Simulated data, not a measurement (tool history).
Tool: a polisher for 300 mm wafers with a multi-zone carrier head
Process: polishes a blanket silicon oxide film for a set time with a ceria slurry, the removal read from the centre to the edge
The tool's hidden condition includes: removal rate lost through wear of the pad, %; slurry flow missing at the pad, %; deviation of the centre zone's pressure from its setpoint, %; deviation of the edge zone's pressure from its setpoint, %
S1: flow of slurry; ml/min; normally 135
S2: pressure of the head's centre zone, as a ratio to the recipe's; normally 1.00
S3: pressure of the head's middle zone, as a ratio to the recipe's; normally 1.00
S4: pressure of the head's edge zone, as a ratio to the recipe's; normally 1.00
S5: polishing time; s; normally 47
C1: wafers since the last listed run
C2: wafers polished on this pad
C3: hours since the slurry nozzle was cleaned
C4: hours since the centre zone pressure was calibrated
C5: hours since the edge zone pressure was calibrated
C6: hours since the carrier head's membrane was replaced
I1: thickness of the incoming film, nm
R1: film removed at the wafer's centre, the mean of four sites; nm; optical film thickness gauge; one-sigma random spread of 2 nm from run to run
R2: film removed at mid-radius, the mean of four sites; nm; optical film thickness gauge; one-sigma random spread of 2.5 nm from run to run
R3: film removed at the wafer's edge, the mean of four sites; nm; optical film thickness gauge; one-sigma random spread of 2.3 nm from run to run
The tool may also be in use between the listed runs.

run,hour,S1,S2,S3,S4,S5,C1,C2,C3,C4,C5,C6,I1,R1,R2,R3
1,0.0,135,1.00,1.00,1.00,47,0,753,374.4,147.5,543.1,187.9,1677.7,163.8,165.0,168.6
2,38.2,135,1.00,1.00,1.00,47,490,1243,412.6,185.7,581.3,226.1,1659.2,163.6,168.9,169.0
3,105.7,90,1.00,1.11,1.00,58,866,2110,480.1,253.2,648.8,293.6,1700.5,184.1,213.2,193.5
4,132.7,135,1.11,0.97,1.00,47,346,2457,507.1,280.2,675.8,320.6,1680.4,189.2,160.0,166.5
5,201.9,135,1.00,1.00,1.00,47,888,3346,576.3,349.4,745.0,389.8,1695.4,161.0,161.1,169.2
6,244.9,135,1.10,1.00,0.94,47,552,3898,619.3,392.4,788.0,432.8,1645.0,186.2,163.5,159.5
# hour 345.0: slurry nozzle cleaned
7,433.9,170,1.00,1.08,1.00,34,2414,6313,88.9,581.4,977.0,621.8,1682.5,128.7,143.7,129.3
8,497.1,135,1.09,1.00,1.00,47,811,7124,152.1,644.6,1040.2,685.0,1665.4,191.0,173.1,169.7
# hour 510.9: worn pad replaced by a new one
9,523.3,115,1.10,1.00,1.07,31,285,159,178.3,670.8,1066.4,711.2,1685.3,124.4,108.4,117.8
10,557.4,135,0.90,1.00,1.00,47,437,597,212.4,704.9,1100.5,745.3,1703.2,139.5,169.1,176.4
11,603.5,135,1.00,1.00,1.00,47,592,1189,258.5,751.0,1146.6,791.4,1682.8,164.2,163.1,168.6
12,675.1,135,1.12,1.00,0.94,62,919,2108,330.1,822.6,1218.2,863.0,1685.8,258.6,220.3,215.0
13,718.9,135,0.93,1.04,1.04,47,562,2671,373.9,866.4,1262.0,906.8,1703.1,144.2,173.2,178.9
# hour 759.9: edge zone pressure recalibrated
14,770.7,135,1.00,1.08,1.00,55,639,3311,425.7,918.2,10.8,958.6,1711.7,188.4,206.8,199.6
15,808.0,135,0.91,1.00,1.00,47,479,3790,463.0,955.5,48.1,995.9,1692.4,138.8,166.0,174.2
16,842.9,135,1.00,0.93,1.00,47,448,4238,497.9,990.4,83.0,1030.8,1683.5,162.3,155.1,164.6
17,872.7,135,1.00,1.00,1.00,47,382,4621,527.7,1020.2,112.8,1060.6,1659.6,158.9,165.0,169.9
18,901.0,135,1.00,1.00,1.00,47,363,4984,556.0,1048.5,141.1,1088.9,1688.4,159.0,162.1,164.1
19,949.5,135,1.00,1.00,1.00,52,622,5607,604.5,1097.0,189.6,1137.4,1672.9,178.2,180.0,181.3
20,991.9,135,1.00,1.00,1.00,47,544,6152,646.9,1139.4,232.0,1179.8,1671.7,156.3,163.3,167.2
# hour 1010.0: worn pad replaced by a new one
21,1034.7,170,1.04,1.00,1.00,47,498,317,689.7,1182.2,274.8,1222.6,1688.1,176.1,165.5,165.8
22,1073.1,120,1.00,1.00,1.00,57,493,810,728.1,1220.6,313.2,1261.0,1675.6,183.1,187.0,197.4

Consider 4 possible next runs. They are alternatives, not a sequence: every one starts from the tool as it was left by run 22. What does each give?
A,1073.5,135,1.00,1.00,0.91,47,5,815,728.5,1221.0,313.6,1261.4,1677.8,?,?,?
B,1073.5,110,1.06,0.88,1.00,47,5,815,728.5,1221.0,313.6,1261.4,1677.8,?,?,?
C,1073.5,135,1.00,0.95,1.00,47,5,815,728.5,1221.0,313.6,1261.4,1677.8,?,?,?
D,1073.5,135,0.89,1.00,1.00,47,5,815,728.5,1221.0,313.6,1261.4,1677.8,?,?,?

run,R1,R2,R3
A,155.0,159.8,156.2
B,161.1,131.2,162.0
C,154.9,150.5,166.8
D,127.4,159.9,166.7
With the hidden condition removed and each run's random variation left untouched, the same runs would have given:
run,R1,R2,R3
A,169.7,172.9,165.1
B,178.9,143.7,172.3
C,169.6,162.8,176.2
D,139.5,173.1,176.1
